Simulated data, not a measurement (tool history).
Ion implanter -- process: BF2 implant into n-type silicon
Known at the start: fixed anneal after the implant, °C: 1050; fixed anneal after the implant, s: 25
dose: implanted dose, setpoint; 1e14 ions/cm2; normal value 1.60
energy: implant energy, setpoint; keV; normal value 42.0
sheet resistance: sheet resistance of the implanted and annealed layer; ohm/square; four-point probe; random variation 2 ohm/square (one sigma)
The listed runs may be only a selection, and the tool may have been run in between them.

run,hour,dose,energy,wafers since the last listed run,hours since the last dose calibration,hours since the extraction supply was calibrated,hours since the gauge calibration,"read-back reference wafer on the same gauge, sheet resistance",sheet resistance
1,0.0,1.90,51.0,0,201.6,4636.0,444.3,568.03,525.20
2,58.6,1.90,51.0,1588,260.2,4694.6,502.9,567.82,529.56
3,122.9,1.60,42.0,1742,324.5,4758.9,567.2,567.95,624.08
4,179.9,1.60,42.0,1545,381.5,4815.9,624.2,568.08,626.25
5,220.3,1.60,42.0,1095,421.9,4856.3,664.6,568.22,624.41
6,269.7,1.60,42.0,1339,471.3,4905.7,714.0,568.03,627.63
7,339.8,1.60,42.0,1900,541.4,4975.8,784.1,567.90,627.80
8,395.9,1.60,42.0,1520,597.5,5031.9,840.2,568.37,628.49
9,456.6,1.82,42.0,1645,658.2,5092.6,900.9,567.73,564.34
10,509.7,1.82,42.0,1439,711.3,5145.7,954.0,568.02,564.68
11,578.1,1.82,42.0,1854,779.7,5214.1,1022.4,568.14,563.97
# hour 620.7: Faraday cup replaced and dose calibrated
12,629.1,1.86,42.0,1165,8.4,5265.1,1073.4,568.17,545.68
13,674.4,1.98,52.0,1227,53.7,5310.4,1118.7,568.13,502.64
14,736.7,1.35,32.5,1688,116.0,5372.7,1181.0,567.95,739.39
# hour 768.9: gauge calibrated
# hour 793.6: extraction supply calibrated
15,797.5,1.60,31.5,1431,176.8,3.9,28.6,568.13,644.83
16,855.9,1.60,42.0,1583,235.2,62.3,87.0,568.19,629.67
17,882.3,1.12,47.0,715,261.6,88.7,113.4,568.04,828.43
18,921.4,1.60,42.0,1059,300.7,127.8,152.5,567.90,626.41
19,950.8,2.01,42.0,796,330.1,157.2,181.9,567.76,520.63
20,1010.5,1.60,42.0,1618,389.8,216.9,241.6,567.90,625.12
21,1049.9,1.60,51.5,1068,429.2,256.3,281.0,568.18,617.31
22,1080.6,1.60,42.0,832,459.9,287.0,311.7,567.90,634.20
23,1113.3,1.79,42.0,886,492.6,319.7,344.4,568.24,576.66
24,1173.5,1.60,48.0,1631,552.8,379.9,404.6,568.14,621.07

Take each entry between the runs: how does the hidden state at the last listed run before it differ from the hidden state at the first listed run after it?
In the gap between runs 11 and 12: Faraday cup replaced and dose calibrated (hour 620.7)
  deviation of the true dose from the Faraday cup's reading, %: -3.57 -> -0.891
  measured value less the no-hidden-state value, sheet resistance: +16.87 -> +4.06 ohm/square
In the gap between runs 14 and 15: gauge calibrated (hour 768.9); extraction supply calibrated (hour 793.6)
  deviation of the true dose from the Faraday cup's reading, %: -2.13 -> -2.64
  measured value less the no-hidden-state value, sheet resistance: +13.03 -> +14.26 ohm/square

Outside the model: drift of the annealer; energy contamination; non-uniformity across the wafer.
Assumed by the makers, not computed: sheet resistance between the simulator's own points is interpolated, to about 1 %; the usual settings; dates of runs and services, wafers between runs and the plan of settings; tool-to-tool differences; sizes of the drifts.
